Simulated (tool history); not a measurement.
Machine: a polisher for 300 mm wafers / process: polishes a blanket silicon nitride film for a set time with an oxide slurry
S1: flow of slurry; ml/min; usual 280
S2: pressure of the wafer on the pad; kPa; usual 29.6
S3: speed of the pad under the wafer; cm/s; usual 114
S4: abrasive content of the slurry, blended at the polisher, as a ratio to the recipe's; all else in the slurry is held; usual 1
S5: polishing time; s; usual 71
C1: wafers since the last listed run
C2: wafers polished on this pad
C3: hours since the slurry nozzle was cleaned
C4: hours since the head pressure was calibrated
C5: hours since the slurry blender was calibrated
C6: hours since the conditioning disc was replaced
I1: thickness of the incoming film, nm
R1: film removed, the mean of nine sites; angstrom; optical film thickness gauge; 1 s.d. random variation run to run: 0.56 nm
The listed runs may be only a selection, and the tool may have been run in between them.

| run | hour | S1 | S2 | S3 | S4 | S5 | C1 | C2 | C3 | C4 | C5 | C6 | I1 | R1 |
|---|---|---|---|---|---|---|---|---|---|---|---|---|---|---|
| 1 | 0 | 280 | 25.5 | 114 | 1 | 71 | 0 | 894 | 299.1 | 285.5 | 327.4 | 393.5 | 306 | 396 |
| 2 | 19.5 | 280 | 29.6 | 114 | 0.8 | 71 | 143 | 1037 | 318.6 | 305 | 346.9 | 413 | 313 | 387 |
|  | 52.1 | slurry blender recalibrated |
|  | 70.7 | head pressure recalibrated |
|  | 90.5 | worn pad replaced by a new one |
|  | 102.9 | conditioning disc replaced and pad reconditioned |
| 3 | 113.1 | 280 | 29.6 | 114 | 0.8 | 71 | 616 | 151 | 412.2 | 42.4 | 61 | 10.2 | 315 | 376 |
|  | 114.4 | slurry nozzle cleaned |
| 4 | 133.8 | 280 | 29.6 | 114 | 1 | 71 | 145 | 297 | 19.4 | 63.1 | 81.7 | 30.9 | 309.9 | 477 |
| 5 | 147.3 | 220 | 29.6 | 114 | 1 | 71 | 99 | 396 | 32.9 | 76.6 | 95.2 | 44.4 | 309.8 | 470 |
| 6 | 163.6 | 280 | 29.6 | 88 | 1.1 | 71 | 120 | 516 | 49.2 | 92.9 | 111.5 | 60.7 | 312.3 | 451 |
| 7 | 183.8 | 280 | 29.6 | 114 | 1 | 71 | 148 | 665 | 69.4 | 113.1 | 131.7 | 80.9 | 313.1 | 485 |
| 8 | 197.4 | 280 | 25.5 | 114 | 1 | 71 | 100 | 765 | 83 | 126.7 | 145.3 | 94.5 | 310 | 408 |
| 9 | 233 | 280 | 37.2 | 114 | 1 | 71 | 262 | 1028 | 118.6 | 162.3 | 180.9 | 130.1 | 303.9 | 606 |
| 10 | 256.6 | 365 | 29.6 | 76 | 1 | 71 | 173 | 1202 | 142.2 | 185.9 | 204.5 | 153.7 | 314.7 | 398 |
|  | 286.1 | worn pad replaced by a new one |
| 11 | 287.2 | 280 | 29.6 | 114 | 1 | 49 | 196 | 8 | 172.8 | 216.5 | 235.1 | 184.3 | 306 | 327 |
| 12 | 301 | 280 | 26.2 | 100 | 0.8 | 86 | 101 | 109 | 186.6 | 230.3 | 248.9 | 198.1 | 305.6 | 384 |
| 13 | 329.5 | 225 | 38.6 | 114 | 1.3 | 58 | 210 | 320 | 215.1 | 258.8 | 277.4 | 226.6 | 306.4 | 571 |
| 14 | 357.1 | 280 | 29.6 | 114 | 1 | 71 | 203 | 523 | 242.7 | 286.4 | 305 | 254.2 | 305.9 | 468 |
|  | 422.3 | head pressure recalibrated |
| 15 | 459.9 | 280 | 29.6 | 130 | 1 | 71 | 742 | 1266 | 345.5 | 37.6 | 407.8 | 357 | 316.2 | 493 |
| 16 | 476.9 | 280 | 29.6 | 78 | 1 | 71 | 125 | 1391 | 362.5 | 54.6 | 424.8 | 374 | 307.8 | 375 |
| 17 | 505.7 | 280 | 37.2 | 134 | 1 | 85 | 212 | 1603 | 391.3 | 83.4 | 453.6 | 402.8 | 310.4 | 747 |
|  | 508.6 | slurry blender recalibrated |
|  | 527.3 | worn pad replaced by a new one |
| 18 | 529.4 | 280 | 29.6 | 114 | 1 | 71 | 130 | 15 | 415 | 107.1 | 20.8 | 426.5 | 309.1 | 448 |
|  | 552.5 | slurry nozzle cleaned |
| 19 | 565.3 | 280 | 29.6 | 88 | 1.1 | 71 | 257 | 272 | 12.8 | 143 | 56.7 | 462.4 | 309.8 | 458 |
| 20 | 586.9 | 280 | 20 | 128 | 0.7 | 71 | 159 | 431 | 34.4 | 164.6 | 78.3 | 484 | 309.9 | 246 |
|  | 590.4 | conditioning disc replaced and pad reconditioned |
| 21 | 622.9 | 280 | 24.8 | 114 | 1 | 71 | 250 | 682 | 70.4 | 200.6 | 114.3 | 32.5 | 314.7 | 400 |
| 22 | 648.7 | 280 | 29.6 | 90 | 1 | 71 | 190 | 872 | 96.2 | 226.4 | 140.1 | 58.3 | 311.6 | 418 |
| 23 | 665.9 | 230 | 25.5 | 114 | 1 | 71 | 126 | 999 | 113.4 | 243.6 | 157.3 | 75.5 | 309.7 | 398 |
| 24 | 678.4 | 240 | 33.8 | 114 | 0.75 | 85 | 92 | 1091 | 125.9 | 256.1 | 169.8 | 88 | 306.8 | 503 |
| 25 | 701.2 | 320 | 34.5 | 132 | 1 | 64 | 168 | 1259 | 148.7 | 278.9 | 192.6 | 110.8 | 308.7 | 552 |

What if the next run were any one of these 5? Each begins from the tool's condition after run 25:
| A | 701.7 | 280 | 29.6 | 114 | 1 | 71 | 3 | 1263 | 149.2 | 279.4 | 193.1 | 111.3 | 309.5 | ? |
| B | 701.7 | 280 | 29.6 | 142 | 1 | 71 | 3 | 1263 | 149.2 | 279.4 | 193.1 | 111.3 | 309.5 | ? |
| C | 701.7 | 210 | 19.3 | 114 | 1.25 | 57 | 3 | 1263 | 149.2 | 279.4 | 193.1 | 111.3 | 309.5 | ? |
| D | 701.7 | 280 | 29.6 | 152 | 1 | 82 | 3 | 1263 | 149.2 | 279.4 | 193.1 | 111.3 | 309.5 | ? |
| E | 701.7 | 280 | 29.6 | 114 | 1.3 | 71 | 3 | 1263 | 149.2 | 279.4 | 193.1 | 111.3 | 309.5 | ? |

| run | R1 |
|---|---|
| A | 473 |
| B | 538 |
| C | 272 |
| D | 647 |
| E | 554 |
Had the tool no hidden state, the same runs would have come out as:
| run | R1 |
|---|---|
| A | 483 |
| B | 549 |
| C | 279 |
| D | 660 |
| E | 565 |
